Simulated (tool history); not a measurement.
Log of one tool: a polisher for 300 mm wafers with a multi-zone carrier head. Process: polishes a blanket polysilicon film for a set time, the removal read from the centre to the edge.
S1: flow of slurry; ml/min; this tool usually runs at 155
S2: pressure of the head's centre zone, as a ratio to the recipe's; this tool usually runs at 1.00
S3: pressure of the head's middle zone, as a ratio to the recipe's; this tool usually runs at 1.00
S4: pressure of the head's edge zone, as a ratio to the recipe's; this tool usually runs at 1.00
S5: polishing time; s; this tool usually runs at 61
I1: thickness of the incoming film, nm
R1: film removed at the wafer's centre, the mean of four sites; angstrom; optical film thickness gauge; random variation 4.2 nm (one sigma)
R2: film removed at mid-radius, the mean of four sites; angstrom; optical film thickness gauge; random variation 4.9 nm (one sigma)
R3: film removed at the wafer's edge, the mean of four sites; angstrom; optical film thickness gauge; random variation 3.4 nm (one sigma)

Run 1, hour 0.0: usual settings but S3 1.04; I1 1037.9. Result: R1 3318 angstrom, R2 3633 angstrom, R3 3526 angstrom.
Run 2, hour 79.7: usual settings but S3 1.04; I1 1026.2. Result: R1 3177 angstrom, R2 3584 angstrom, R3 3565 angstrom.
Run 3, hour 131.0: usual settings but S3 1.04; I1 1029.3. Result: R1 3232 angstrom, R2 3684 angstrom, R3 3531 angstrom.
At hour 186.1: centre zone pressure recalibrated.
At hour 205.1: worn pad replaced by a new one.
At hour 223.6: slurry nozzle cleaned.
Run 4, hour 231.3: usual settings; I1 1006.0. Result: R1 3068 angstrom, R2 3607 angstrom, R3 3494 angstrom.
Run 5, hour 319.0: usual settings but S4 1.04; I1 1017.2. Result: R1 2902 angstrom, R2 3475 angstrom, R3 3533 angstrom.
Run 6, hour 374.0: usual settings but S4 1.04; I1 1018.6. Result: R1 2947 angstrom, R2 3463 angstrom, R3 3583 angstrom.
Run 7, hour 478.2: usual settings but S4 1.04; I1 1018.2. Result: R1 2871 angstrom, R2 3621 angstrom, R3 3551 angstrom.
Run 8, hour 551.2: usual settings but S1 130 ml/min; I1 1013.6. Result: R1 2764 angstrom, R2 3410 angstrom, R3 3446 angstrom.
At hour 584.9: centre zone pressure recalibrated, repeated, since the last time left the tool worse.
Run 9, hour 590.1: usual settings but S1 120 ml/min, S2 1.12, S4 1.04, S5 51 s; I1 1027.8. Result: R1 2996 angstrom, R2 2779 angstrom, R3 2876 angstrom.
At hour 617.0: slurry nozzle cleaned.
Run 10, hour 629.3: usual settings but S1 115 ml/min, S2 1.03, S3 1.05, S4 0.89; I1 1026.7. Result: R1 3137 angstrom, R2 3439 angstrom, R3 3161 angstrom.
At hour 636.6: worn pad replaced by a new one.
At hour 686.5: edge zone pressure recalibrated.
Run 11, hour 708.3: usual settings but S2 0.95, S3 1.04, S4 0.94, S5 71 s; I1 1026.0. Result: R1 3707 angstrom, R2 4180 angstrom, R3 3988 angstrom.
Run 12, hour 748.6: usual settings but S1 115 ml/min, S4 0.96; I1 1018.0. Result: R1 2981 angstrom, R2 3310 angstrom, R3 3264 angstrom.
Run 13, hour 824.4: usual settings but S2 0.96; I1 1005.8. Result: R1 3169 angstrom, R2 3513 angstrom, R3 3514 angstrom.
At hour 832.0: carrier head's membrane replaced by a new one.
At hour 1065.3: slurry nozzle cleaned.
At hour 1066.6: worn pad replaced by a new one.
At hour 1099.3: centre zone pressure recalibrated.
Run 14, hour 1101.3: usual settings but S3 1.04; I1 1042.0. Result: R1 3387 angstrom, R2 3590 angstrom, R3 3534 angstrom.
Run 15, hour 1168.4: usual settings but S3 1.04; I1 1013.7. Result: R1 3349 angstrom, R2 3643 angstrom, R3 3558 angstrom.
Run 16, hour 1244.8: usual settings but S1 135 ml/min, S2 1.07; I1 1009.8. Result: R1 3291 angstrom, R2 3328 angstrom, R3 3455 angstrom.
Run 17, hour 1309.1: usual settings but S1 105 ml/min, S4 0.91; I1 1019.8. Result: R1 2828 angstrom, R2 3199 angstrom, R3 3156 angstrom.
Run 18, hour 1377.1: usual settings but S3 1.06, S4 0.96; I1 1022.8. Result: R1 3174 angstrom, R2 3660 angstrom, R3 3399 angstrom.
Run 19, hour 1438.2: usual settings; I1 1015.8. Result: R1 3278 angstrom, R2 3517 angstrom, R3 3507 angstrom.

Predict the results of run 20:
At hour 1457.2: edge zone pressure recalibrated.
At hour 1482.3: worn pad replaced by a new one.
Run 20, hour 1539.4: usual settings but S1 200 ml/min, S2 1.07, S5 46 s; I1 1017.6. Result: R1 ?, R2 ?, R3 ?.

R1: 2744 angstrom
R2: 2740 angstrom
R3: 2686 angstrom
Without the tool's hidden state the same run would have given R1 2910 angstrom, R2 2739 angstrom, R3 2686 angstrom.
